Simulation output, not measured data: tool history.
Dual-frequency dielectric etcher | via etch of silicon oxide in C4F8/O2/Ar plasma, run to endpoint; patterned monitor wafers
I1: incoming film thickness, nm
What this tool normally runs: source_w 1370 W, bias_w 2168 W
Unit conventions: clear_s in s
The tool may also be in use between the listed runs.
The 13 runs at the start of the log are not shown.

{"run": 14, "hour": 153.2, "source_w": 1370, "bias_w": 2168, "I1": 2163.0, "clear_s": 497.7}
{"run": 15, "hour": 163.8, "source_w": 1370, "bias_w": 2466, "I1": 2183.1, "clear_s": 475.0}
{"run": 16, "hour": 174.1, "source_w": 1370, "bias_w": 2168, "I1": 2161.6, "clear_s": 495.6}
{"run": 17, "hour": 181.1, "source_w": 1110, "bias_w": 1908, "I1": 2183.6, "clear_s": 602.2}
{"run": 18, "hour": 194.5, "source_w": 1370, "bias_w": 2622, "I1": 2166.8, "clear_s": 459.1}
{"run": 19, "hour": 206.2, "source_w": 1100, "bias_w": 2625, "I1": 2165.8, "clear_s": 515.4}
{"hour": 230.7, "done": "upper electrode replaced"}
{"run": 20, "hour": 231.2, "source_w": 1680, "bias_w": 2599, "I1": 2172.1, "clear_s": 413.3}
{"run": 21, "hour": 239.6, "source_w": 1370, "bias_w": 2168, "I1": 2160.9, "clear_s": 499.8}
{"run": 22, "hour": 254.0, "source_w": 1370, "bias_w": 2168, "I1": 2163.3, "clear_s": 500.9}
{"hour": 293.2, "done": "bias power generator calibrated"}
{"hour": 294.1, "done": "wet clean of the chamber"}
{"run": 23, "hour": 307.5, "source_w": 1470, "bias_w": 2366, "I1": 2172.3, "clear_s": 464.1}
{"run": 24, "hour": 319.9, "source_w": 1170, "bias_w": 1831, "I1": 2197.8, "clear_s": 600.6}
{"run": 25, "hour": 328.6, "source_w": 1480, "bias_w": 2640, "I1": 2187.1, "clear_s": 441.0}
{"run": 26, "hour": 344.8, "source_w": 1370, "bias_w": 2168, "I1": 2172.0, "clear_s": 502.1}
{"hour": 357.6, "done": "source power generator calibrated"}
{"run": 27, "hour": 358.6, "source_w": 1150, "bias_w": 2661, "I1": 2181.4, "clear_s": 504.8}
{"run": 28, "hour": 374.5, "source_w": 1050, "bias_w": 2378, "I1": 2151.2, "clear_s": 550.7}
{"run": 29, "hour": 392.3, "source_w": 1630, "bias_w": 2474, "I1": 2182.0, "clear_s": 434.4}
{"run": 30, "hour": 403.3, "source_w": 1500, "bias_w": 2003, "I1": 2177.8, "clear_s": 499.0}
{"run": 31, "hour": 414.0, "source_w": 1240, "bias_w": 1777, "I1": 2189.4, "clear_s": 585.2}
{"run": 32, "hour": 436.9, "source_w": 1550, "bias_w": 2577, "I1": 2164.4, "clear_s": 432.6}
{"run": 33, "hour": 447.4, "source_w": 1100, "bias_w": 2020, "I1": 2171.0, "clear_s": 584.7}

Consider 5 possible next runs. They are alternatives, not a sequence: every one starts from the tool as it was left by run 33. What does each give?
{"run": "A", "hour": 447.9, "source_w": 1370, "bias_w": 2447, "I1": 2161.6, "clear_s": "?"}
{"run": "B", "hour": 447.9, "source_w": 1510, "bias_w": 1909, "I1": 2161.6, "clear_s": "?"}
{"run": "C", "hour": 447.9, "source_w": 1370, "bias_w": 2630, "I1": 2161.6, "clear_s": "?"}
{"run": "D", "hour": 447.9, "source_w": 1370, "bias_w": 1889, "I1": 2161.6, "clear_s": "?"}
{"run": "E", "hour": 447.9, "source_w": 1550, "bias_w": 2168, "I1": 2161.6, "clear_s": "?"}

run=A clear_s=470.2
run=B clear_s=503.1
run=C clear_s=454.7
run=D clear_s=532.6
run=E clear_s=466.7
Without the tool's unlogged condition, the same runs would have read:
run=A clear_s=470.2
run=B clear_s=503.1
run=C clear_s=454.7
run=D clear_s=532.6
run=E clear_s=466.7
